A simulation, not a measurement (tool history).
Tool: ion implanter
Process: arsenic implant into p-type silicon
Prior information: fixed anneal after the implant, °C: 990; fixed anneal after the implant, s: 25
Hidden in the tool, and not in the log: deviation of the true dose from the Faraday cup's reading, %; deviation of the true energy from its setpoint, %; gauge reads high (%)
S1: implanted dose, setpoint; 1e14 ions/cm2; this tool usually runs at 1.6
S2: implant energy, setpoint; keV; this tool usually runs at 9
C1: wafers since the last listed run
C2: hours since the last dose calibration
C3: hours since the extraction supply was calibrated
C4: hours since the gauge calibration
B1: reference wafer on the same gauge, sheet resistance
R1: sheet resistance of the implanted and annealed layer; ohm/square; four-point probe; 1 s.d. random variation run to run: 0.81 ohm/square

run,hour,S1,S2,C1,C2,C3,C4,B1,R1
1,0,1.6,9,0,2076.8,5945,111.6,581.08,561.59
2,13,1.6,9,260,2089.8,5958,124.6,580.94,560.59
3,21.8,1.6,9,176,2098.6,5966.8,133.4,581.06,560.67
4,38.9,1.6,9,342,2115.7,5983.9,150.5,580.96,561.49
5,49,1.6,9,202,2125.8,5994,160.6,580.87,562.45
6,64.3,1.6,6.5,306,2141.1,6009.3,175.9,580.78,581.38
7,75.2,1.6,6.5,218,2152,6020.2,186.8,581.07,583.64
8,91.8,1.6,9,332,2168.6,6036.8,203.4,580.9,561.99
9,100.5,1.6,9,174,2177.3,6045.5,212.1,580.95,562.17
10,115.5,1.6,9,300,2192.3,6060.5,227.1,581.01,563.41
11,125.8,1.6,9,206,2202.6,6070.8,237.4,580.99,564.38
12,136.7,1.6,9,218,2213.5,6081.7,248.3,581.11,562.57
13,151.9,1.6,9,304,2228.7,6096.9,263.5,581,562.37
14,158.9,1.6,9,140,2235.7,6103.9,270.5,581.12,564.5
# hour 159.3: gauge calibrated
# hour 168: extraction supply calibrated
# hour 170.6: Faraday cup replaced and dose calibrated
15,172.2,1.6,9,53,1.6,4.2,12.9,581.18,540.95
16,181.7,2.05,6.5,190,11.1,13.7,22.4,580.93,462.05
17,195.8,1.88,7.5,282,25.2,27.8,36.5,581.1,486.51
18,212.5,1.22,8,334,41.9,44.5,53.2,581.05,672.38
19,225.9,1.27,11.5,268,55.3,57.9,66.6,580.85,622.56
20,238.8,1.6,9,258,68.2,70.8,79.5,581,540.01
21,246.3,1.3,8,150,75.7,78.3,87,581.01,641.63
22,264.1,1.42,12,356,93.5,96.1,104.8,580.88,571.13
23,276.9,1.32,6.5,256,106.3,108.9,117.6,581.12,647.65
24,286.7,2.06,6.5,196,116.1,118.7,127.4,581.14,459.73
25,297.5,1.6,11.5,216,126.9,129.5,138.2,581.06,526.66
26,308.4,1.6,9,218,137.8,140.4,149.1,580.99,540.29
27,317.7,2.05,11.5,186,147.1,149.7,158.4,580.97,434.43
28,325.5,1.35,10.5,156,154.9,157.5,166.2,580.81,602.77

Hidden state at the last listed run before each entry between runs and at the first one after, where it differs:
In the gap between runs 14 and 15: gauge calibrated (hour 159.3); extraction supply calibrated (hour 168); Faraday cup replaced and dose calibrated (hour 170.6)
  deviation of the true dose from the Faraday cup's reading, %: -4.96 -> 0.527
  what was measured, less what the result would be without the hidden state, R1: +21.44 -> -2.17 ohm/square

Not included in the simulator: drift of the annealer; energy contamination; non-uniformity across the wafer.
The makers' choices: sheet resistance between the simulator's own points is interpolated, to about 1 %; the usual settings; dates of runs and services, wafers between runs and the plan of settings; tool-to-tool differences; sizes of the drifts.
